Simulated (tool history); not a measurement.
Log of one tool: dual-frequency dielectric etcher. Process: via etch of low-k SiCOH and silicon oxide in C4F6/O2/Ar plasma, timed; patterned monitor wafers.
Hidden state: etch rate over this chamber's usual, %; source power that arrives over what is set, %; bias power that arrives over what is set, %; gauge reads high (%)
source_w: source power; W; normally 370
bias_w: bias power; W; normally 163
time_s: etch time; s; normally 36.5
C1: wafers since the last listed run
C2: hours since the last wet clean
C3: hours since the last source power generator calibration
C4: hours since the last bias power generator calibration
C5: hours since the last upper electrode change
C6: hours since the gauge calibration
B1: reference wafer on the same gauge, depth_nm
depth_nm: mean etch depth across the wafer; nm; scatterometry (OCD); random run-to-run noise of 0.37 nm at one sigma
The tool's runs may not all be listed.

Run 1, hour 0.0: usual settings but time_s 27.5 s; C1 0; C2 418.6; C3 2782.9; C4 3576.6; C5 2961.0; C6 2003.4; B1 91.7. Result: depth_nm 67.8 nm.
Run 2, hour 63.8: usual settings; C1 687; C2 482.4; C3 2846.7; C4 3640.4; C5 3024.8; C6 2067.2; B1 91.7. Result: depth_nm 89.9 nm.
At hour 147.1: wet clean of the chamber.
Run 3, hour 147.6: usual settings but time_s 30.5 s; C1 644; C2 0.5; C3 2930.5; C4 3724.2; C5 3108.6; C6 2151.0; B1 91.7. Result: depth_nm 71.7 nm.
Run 4, hour 150.0: usual settings; C1 25; C2 2.9; C3 2932.9; C4 3726.6; C5 3111.0; C6 2153.4; B1 91.6. Result: depth_nm 85.9 nm.
Run 5, hour 287.8: usual settings; C1 1484; C2 140.7; C3 3070.7; C4 3864.4; C5 3248.8; C6 2291.2; B1 91.6. Result: depth_nm 87.1 nm.
At hour 311.9: gauge calibrated.
Run 6, hour 332.4: usual settings; C1 480; C2 185.3; C3 3115.3; C4 3909.0; C5 3293.4; C6 20.5; B1 91.8. Result: depth_nm 86.2 nm.
Run 7, hour 384.1: usual settings but source_w 400 W, bias_w 136 W; C1 556; C2 237.0; C3 3167.0; C4 3960.7; C5 3345.1; C6 72.2; B1 91.7. Result: depth_nm 85.8 nm.
Run 8, hour 446.7: usual settings but source_w 400 W, bias_w 136 W; C1 674; C2 299.6; C3 3229.6; C4 4023.3; C5 3407.7; C6 134.8; B1 91.6. Result: depth_nm 85.6 nm.
Run 9, hour 497.4: usual settings but source_w 400 W, bias_w 136 W; C1 546; C2 350.3; C3 3280.3; C4 4074.0; C5 3458.4; C6 185.5; B1 91.8. Result: depth_nm 86.4 nm.
Run 10, hour 551.4: usual settings but time_s 39.5 s; C1 581; C2 404.3; C3 3334.3; C4 4128.0; C5 3512.4; C6 239.5; B1 91.7. Result: depth_nm 95.0 nm.
Run 11, hour 606.2: usual settings but time_s 39.5 s; C1 590; C2 459.1; C3 3389.1; C4 4182.8; C5 3567.2; C6 294.3; B1 91.7. Result: depth_nm 96.1 nm.
Run 12, hour 632.3: usual settings but time_s 27.5 s; C1 281; C2 485.2; C3 3415.2; C4 4208.9; C5 3593.3; C6 320.4; B1 91.7. Result: depth_nm 67.2 nm.
Run 13, hour 674.2: usual settings; C1 451; C2 527.1; C3 3457.1; C4 4250.8; C5 3635.2; C6 362.3; B1 91.7. Result: depth_nm 89.6 nm.
At hour 720.7: wet clean of the chamber.
Run 14, hour 723.4: usual settings; C1 271; C2 2.7; C3 3506.3; C4 4300.0; C5 3684.4; C6 411.5; B1 91.7. Result: depth_nm 85.6 nm.
Run 15, hour 768.7: usual settings but bias_w 181 W, time_s 47.5 s; C1 487; C2 48.0; C3 3551.6; C4 4345.3; C5 3729.7; C6 456.8; B1 91.7. Result: depth_nm 116.7 nm.
Run 16, hour 831.6: usual settings but source_w 390 W, bias_w 140 W; C1 677; C2 110.9; C3 3614.5; C4 4408.2; C5 3792.6; C6 519.7; B1 91.7. Result: depth_nm 85.2 nm.
At hour 870.8: bias power generator calibrated.
At hour 879.8: source power generator calibrated.
Run 17, hour 885.5: usual settings but bias_w 173 W; C1 494; C2 164.8; C3 5.7; C4 14.7; C5 3846.5; C6 573.6; B1 91.8. Result: depth_nm 89.0 nm.
Run 18, hour 911.0: usual settings but source_w 310 W, bias_w 130 W, time_s 46.5 s; C1 274; C2 190.3; C3 31.2; C4 40.2; C5 3872.0; C6 599.1; B1 91.7. Result: depth_nm 96.7 nm.
At hour 950.6: upper electrode replaced.
Run 19, hour 965.2: usual settings but source_w 290 W, bias_w 178 W, time_s 32.0 s; C1 325; C2 244.5; C3 85.4; C4 94.4; C5 14.6; C6 653.3; B1 91.7. Result: depth_nm 72.1 nm.
Run 20, hour 1009.1: usual settings but time_s 28.0 s; C1 472; C2 288.4; C3 129.3; C4 138.3; C5 58.5; C6 697.2; B1 91.7. Result: depth_nm 67.7 nm.
Run 21, hour 1045.7: usual settings but source_w 320 W, bias_w 187 W, time_s 32.0 s; C1 394; C2 325.0; C3 165.9; C4 174.9; C5 95.1; C6 733.8; B1 91.6. Result: depth_nm 76.0 nm.
Run 22, hour 1084.5: usual settings; C1 417; C2 363.8; C3 204.7; C4 213.7; C5 133.9; C6 772.6; B1 91.7. Result: depth_nm 88.8 nm.
Run 23, hour 1112.5: usual settings but source_w 460 W, bias_w 143 W, time_s 33.5 s; C1 301; C2 391.8; C3 232.7; C4 241.7; C5 161.9; C6 800.6; B1 91.7. Result: depth_nm 85.6 nm.
Run 24, hour 1140.8: usual settings but source_w 420 W, bias_w 201 W, time_s 32.5 s; C1 304; C2 420.1; C3 261.0; C4 270.0; C5 190.2; C6 828.9; B1 91.8. Result: depth_nm 88.6 nm.
At hour 1199.0: wet clean of the chamber.
Run 25, hour 1205.7: usual settings; C1 440; C2 6.7; C3 325.9; C4 334.9; C5 255.1; C6 893.8; B1 91.7. Result: depth_nm 85.9 nm.
Run 26, hour 1246.7: usual settings but source_w 400 W, bias_w 201 W, time_s 45.0 s; C1 441; C2 47.7; C3 366.9; C4 375.9; C5 296.1; C6 934.8; B1 91.7. Result: depth_nm 116.0 nm.
Run 27, hour 1413.0: usual settings but bias_w 186 W, time_s 39.5 s; C1 1790; C2 214.0; C3 533.2; C4 542.2; C5 462.4; C6 1101.1; B1 91.7. Result: depth_nm 98.2 nm.
Run 28, hour 1466.1: usual settings but time_s 39.5 s; C1 571; C2 267.1; C3 586.3; C4 595.3; C5 515.5; C6 1154.2; B1 91.8. Result: depth_nm 94.2 nm.
Run 29, hour 1526.2: usual settings; C1 647; C2 327.2; C3 646.4; C4 655.4; C5 575.6; C6 1214.3; B1 91.7. Result: depth_nm 88.1 nm.
Run 30, hour 1592.8: usual settings but bias_w 199 W; C1 717; C2 393.8; C3 713.0; C4 722.0; C5 642.2; C6 1280.9; B1 91.8. Result: depth_nm 93.7 nm.

Hidden condition of the tool, last listed run before each entry between runs versus first listed run after:
From run 2 to run 3: wet clean of the chamber (hour 147.1)
  etch rate over this chamber's usual, %: 4.68 -> -0.368
  difference, measured minus the result without the unlogged condition, depth_nm: +4.1 -> -0.3 nm
From run 5 to run 6: gauge calibrated (hour 311.9)
  etch rate over this chamber's usual, %: 0.827 -> 1.21
  difference, measured minus the result without the unlogged condition, depth_nm: +0.7 -> +1.0 nm
From run 13 to run 14: wet clean of the chamber (hour 720.7)
  etch rate over this chamber's usual, %: 4.12 -> 0.158
  difference, measured minus the result without the unlogged condition, depth_nm: +3.5 -> +0.1 nm
From run 16 to run 17: bias power generator calibrated (hour 870.8); source power generator calibrated (hour 879.8)
  etch rate over this chamber's usual, %: 1.08 -> 1.54
  difference, measured minus the result without the unlogged condition, depth_nm: +0.9 -> +1.3 nm
From run 18 to run 19: upper electrode replaced (hour 950.6)
  etch rate over this chamber's usual, %: 1.76 -> 2.22
  difference, measured minus the result without the unlogged condition, depth_nm: +1.6 -> +1.6 nm
From run 24 to run 25: wet clean of the chamber (hour 1199.0)
  etch rate over this chamber's usual, %: 3.72 -> -0.389
  difference, measured minus the result without the unlogged condition, depth_nm: +3.2 -> -0.3 nm
